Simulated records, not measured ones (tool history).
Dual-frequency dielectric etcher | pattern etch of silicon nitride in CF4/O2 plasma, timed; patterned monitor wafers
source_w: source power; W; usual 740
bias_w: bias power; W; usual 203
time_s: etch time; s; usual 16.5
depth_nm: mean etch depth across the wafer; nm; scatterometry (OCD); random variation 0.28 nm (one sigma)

run	hour	source_w	bias_w	time_s	wafers since the last listed run	hours since the last wet clean	hours since the last source power generator calibration	hours since the last bias power generator calibration	hours since the last upper electrode change	hours since the gauge calibration	read-back reference wafer on the same gauge, depth_nm	depth_nm
1	0.0	740	203	16.5	0	609.5	2755.9	1828.4	6009.8	15.0	43.17	49.95
2	8.5	740	203	16.5	127	618.0	2764.4	1836.9	6018.3	23.5	43.05	50.12
3	17.0	740	203	16.5	127	626.5	2772.9	1845.4	6026.8	32.0	43.02	49.69
# hour 48.9: source power generator calibrated
# hour 54.9: bias power generator calibrated
# hour 56.9: upper electrode replaced
# hour 74.5: gauge calibrated
# hour 80.4: wet clean of the chamber
4	80.9	740	203	16.5	457	0.5	32.0	26.0	24.0	6.4	43.09	50.53
5	81.3	740	203	12.5	6	0.9	32.4	26.4	24.4	6.8	43.10	38.22
6	81.6	740	203	16.5	4	1.2	32.7	26.7	24.7	7.1	43.14	50.06
7	81.9	740	203	16.5	4	1.5	33.0	27.0	25.0	7.4	43.05	50.42
8	82.2	740	231	16.5	4	1.8	33.3	27.3	25.3	7.7	43.08	52.37
9	84.4	620	161	19.5	33	4.0	35.5	29.5	27.5	9.9	43.14	50.26
10	93.9	840	203	21.0	143	13.5	45.0	39.0	37.0	19.4	43.00	67.81
11	103.6	660	164	21.0	146	23.2	54.7	48.7	46.7	29.1	43.10	56.41
12	113.8	630	184	18.0	153	33.4	64.9	58.9	56.9	39.3	43.15	48.66
13	127.4	840	203	21.0	204	47.0	78.5	72.5	70.5	52.9	43.05	68.90
14	138.9	910	249	21.0	173	58.5	90.0	84.0	82.0	64.4	43.06	77.50

Forecast each of these 4 alternatives for the next run:
A	139.3	740	203	16.5	6	58.9	90.4	84.4	82.4	64.8	?	?
B	139.3	880	182	14.5	6	58.9	90.4	84.4	82.4	64.8	?	?
C	139.3	740	203	13.5	6	58.9	90.4	84.4	82.4	64.8	?	?
D	139.3	640	233	15.0	6	58.9	90.4	84.4	82.4	64.8	?	?

run	read-back reference wafer on the same gauge, depth_nm	depth_nm
A	43.13	50.37
B	43.13	47.02
C	43.13	41.22
D	43.13	44.52
Without the tool's hidden state the same runs would have given:
run	depth_nm
A	50.37
B	47.02
C	41.22
D	44.52

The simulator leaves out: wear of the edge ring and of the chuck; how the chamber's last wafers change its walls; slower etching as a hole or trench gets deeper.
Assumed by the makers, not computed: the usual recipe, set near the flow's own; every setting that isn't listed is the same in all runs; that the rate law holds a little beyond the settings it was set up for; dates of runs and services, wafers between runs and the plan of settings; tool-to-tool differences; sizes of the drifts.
